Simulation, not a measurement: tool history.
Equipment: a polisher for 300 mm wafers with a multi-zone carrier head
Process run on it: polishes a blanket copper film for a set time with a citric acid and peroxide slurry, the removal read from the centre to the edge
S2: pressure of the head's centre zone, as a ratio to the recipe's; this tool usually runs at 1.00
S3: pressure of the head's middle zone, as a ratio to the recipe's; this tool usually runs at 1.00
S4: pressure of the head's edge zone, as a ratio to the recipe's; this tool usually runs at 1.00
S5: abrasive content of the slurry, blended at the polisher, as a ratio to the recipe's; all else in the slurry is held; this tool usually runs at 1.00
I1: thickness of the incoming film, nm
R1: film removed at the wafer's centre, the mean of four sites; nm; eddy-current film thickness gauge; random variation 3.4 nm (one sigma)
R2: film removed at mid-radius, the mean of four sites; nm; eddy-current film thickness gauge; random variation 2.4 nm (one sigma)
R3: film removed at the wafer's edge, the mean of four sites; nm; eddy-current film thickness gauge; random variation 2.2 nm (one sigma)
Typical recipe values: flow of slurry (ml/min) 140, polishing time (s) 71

run 1 hour=0.0 | flow_of_slurry_(ml/min)=140 S2=0.89 S3=0.92 S4=1.00 S5=0.85 polishing_time_(s)=71 | I1=667.4 | R1=212.5 R2=220.3 R3=238.4
run 2 hour=36.6 | flow_of_slurry_(ml/min)=190 S2=1.00 S3=1.00 S4=1.00 S5=1.00 polishing_time_(s)=61 | I1=669.4 | R1=221.2 R2=217.4 R3=216.0
run 3 hour=104.4 | flow_of_slurry_(ml/min)=140 S2=1.00 S3=1.00 S4=1.00 S5=1.00 polishing_time_(s)=71 | I1=671.9 | R1=249.4 R2=244.0 R3=253.5
run 4 hour=142.6 | flow_of_slurry_(ml/min)=140 S2=1.00 S3=1.00 S4=1.00 S5=1.00 polishing_time_(s)=71 | I1=668.9 | R1=252.9 R2=243.2 R3=251.9
run 5 hour=205.4 | flow_of_slurry_(ml/min)=140 S2=1.00 S3=1.00 S4=1.00 S5=1.00 polishing_time_(s)=71 | I1=665.3 | R1=244.6 R2=240.8 R3=246.0
run 6 hour=230.7 | flow_of_slurry_(ml/min)=140 S2=0.93 S3=1.00 S4=1.12 S5=0.90 polishing_time_(s)=60 | I1=662.2 | R1=187.4 R2=198.1 R3=215.9
-- hour=281.6 worn pad replaced by a new one
run 7 hour=285.7 | flow_of_slurry_(ml/min)=140 S2=1.00 S3=1.00 S4=1.00 S5=1.00 polishing_time_(s)=71 | I1=667.4 | R1=251.0 R2=239.4 R3=248.3
-- hour=299.5 edge zone pressure recalibrated
run 8 hour=323.0 | flow_of_slurry_(ml/min)=140 S2=1.00 S3=1.05 S4=1.00 S5=0.90 polishing_time_(s)=71 | I1=679.1 | R1=240.6 R2=247.6 R3=242.2
run 9 hour=358.0 | flow_of_slurry_(ml/min)=140 S2=1.05 S3=0.97 S4=1.00 S5=1.00 polishing_time_(s)=71 | I1=670.1 | R1=258.4 R2=228.2 R3=247.0
run 10 hour=389.2 | flow_of_slurry_(ml/min)=95 S2=1.00 S3=1.00 S4=1.00 S5=1.00 polishing_time_(s)=85 | I1=672.4 | R1=269.1 R2=275.2 R3=279.9
run 11 hour=446.7 | flow_of_slurry_(ml/min)=160 S2=1.00 S3=1.00 S4=1.00 S5=0.90 polishing_time_(s)=71 | I1=662.2 | R1=246.8 R2=233.7 R3=241.8
run 12 hour=481.7 | flow_of_slurry_(ml/min)=180 S2=1.00 S3=1.00 S4=0.94 S5=0.85 polishing_time_(s)=55 | I1=677.4 | R1=187.2 R2=185.5 R3=180.4
run 13 hour=514.1 | flow_of_slurry_(ml/min)=100 S2=1.00 S3=1.05 S4=1.00 S5=1.10 polishing_time_(s)=86 | I1=659.2 | R1=284.0 R2=289.0 R3=288.3
run 14 hour=546.2 | flow_of_slurry_(ml/min)=105 S2=0.95 S3=1.00 S4=1.00 S5=1.00 polishing_time_(s)=71 | I1=682.2 | R1=213.3 R2=223.4 R3=235.4
-- hour=572.5 slurry nozzle cleaned
run 15 hour=605.5 | flow_of_slurry_(ml/min)=140 S2=1.00 S3=1.00 S4=0.96 S5=1.00 polishing_time_(s)=81 | I1=659.4 | R1=283.1 R2=282.6 R3=283.6
run 16 hour=668.4 | flow_of_slurry_(ml/min)=140 S2=1.00 S3=1.00 S4=1.00 S5=1.00 polishing_time_(s)=71 | I1=675.7 | R1=250.2 R2=247.5 R3=244.6
run 17 hour=707.1 | flow_of_slurry_(ml/min)=140 S2=1.00 S3=1.00 S4=1.03 S5=1.00 polishing_time_(s)=86 | I1=678.9 | R1=304.6 R2=294.1 R3=306.5
run 18 hour=765.8 | flow_of_slurry_(ml/min)=140 S2=1.00 S3=0.95 S4=1.00 S5=1.00 polishing_time_(s)=71 | I1=665.0 | R1=252.3 R2=237.0 R3=248.6
-- hour=784.7 edge zone pressure recalibrated
run 19 hour=794.9 | flow_of_slurry_(ml/min)=140 S2=1.00 S3=1.00 S4=1.00 S5=1.00 polishing_time_(s)=71 | I1=672.4 | R1=246.3 R2=246.0 R3=248.5

Run 20, settings as shown, results not yet in. Your forecast:
run 20 hour=836.1 | flow_of_slurry_(ml/min)=140 S2=1.00 S3=1.00 S4=1.00 S5=1.00 polishing_time_(s)=71 | I1=671.1 | R1=? R2=? R3=?

R1: 248.6 nm
R2: 245.8 nm
R3: 247.1 nm
Take away the tool's hidden state, keep the run-to-run variation as it was, and the same run would have given R1 251.8 nm, R2 248.5 nm, R3 249.1 nm.

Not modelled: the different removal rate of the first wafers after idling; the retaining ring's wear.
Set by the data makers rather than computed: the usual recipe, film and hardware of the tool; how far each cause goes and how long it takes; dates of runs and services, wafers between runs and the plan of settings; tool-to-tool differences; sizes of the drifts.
